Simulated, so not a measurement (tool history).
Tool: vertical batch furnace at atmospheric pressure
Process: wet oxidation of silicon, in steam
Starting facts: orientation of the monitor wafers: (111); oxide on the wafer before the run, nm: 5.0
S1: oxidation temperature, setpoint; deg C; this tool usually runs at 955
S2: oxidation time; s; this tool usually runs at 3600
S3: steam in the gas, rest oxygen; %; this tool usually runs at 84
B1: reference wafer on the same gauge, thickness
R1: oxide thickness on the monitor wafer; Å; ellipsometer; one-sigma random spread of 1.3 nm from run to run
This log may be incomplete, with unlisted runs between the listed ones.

Run 1, hour 0.0: usual settings but S2 2700 s, S3 92 %; B1 267.91. Result: R1 2829.0 Å.
At hour 41.3: gauge calibrated.
Run 2, hour 67.4: usual settings but S2 2700 s, S3 92 %; B1 268.13. Result: R1 2866.0 Å.
Run 3, hour 86.9: usual settings but S2 2700 s, S3 92 %; B1 267.90. Result: R1 2836.9 Å.
Run 4, hour 116.6: usual settings but S2 4560 s; B1 267.96. Result: R1 3823.3 Å.
Run 5, hour 139.7: usual settings; B1 268.17. Result: R1 3252.6 Å.
Run 6, hour 158.7: usual settings; B1 268.09. Result: R1 3247.8 Å.
Run 7, hour 185.1: usual settings; B1 268.10. Result: R1 3277.3 Å.
Run 8, hour 219.7: usual settings but S1 948 deg C; B1 267.82. Result: R1 3098.9 Å.
Run 9, hour 251.4: usual settings; B1 267.98. Result: R1 3259.7 Å.
Run 10, hour 280.8: usual settings; B1 267.80. Result: R1 3243.3 Å.
Run 11, hour 385.2: usual settings but S1 964 deg C, S2 2400 s, S3 91 %; B1 267.88. Result: R1 2779.4 Å.
Run 12, hour 410.1: usual settings but S1 937 deg C; B1 267.88. Result: R1 2828.9 Å.
At hour 437.9: steam generator serviced.
Run 13, hour 438.4: usual settings but S1 971 deg C, S2 2640 s, S3 88 %; B1 267.93. Result: R1 3064.6 Å.
At hour 464.5: gauge calibrated.
At hour 481.6: thermocouples replaced and temperature profile calibrated.
Run 14, hour 482.1: usual settings; B1 268.18. Result: R1 3279.3 Å.
Run 15, hour 488.3: usual settings; B1 268.22. Result: R1 3274.7 Å.
Run 16, hour 509.1: usual settings but S1 971 deg C, S2 2640 s, S3 88 %; B1 267.93. Result: R1 3070.9 Å.
Run 17, hour 534.0: usual settings but S1 968 deg C, S2 4710 s, S3 81 %; B1 268.21. Result: R1 4177.8 Å.
Run 18, hour 565.8: usual settings; B1 267.76. Result: R1 3271.0 Å.

Estimate the outcome of run 19 from the log above:
Run 19, hour 590.5: usual settings but S3 74 %; B1 ?. Result: R1 ?.

{"run 19": {"B1": 268.33, "R1": 2986.3}}
Minus the tool's unlogged condition, the same run would have read R1 2986.3 Å.

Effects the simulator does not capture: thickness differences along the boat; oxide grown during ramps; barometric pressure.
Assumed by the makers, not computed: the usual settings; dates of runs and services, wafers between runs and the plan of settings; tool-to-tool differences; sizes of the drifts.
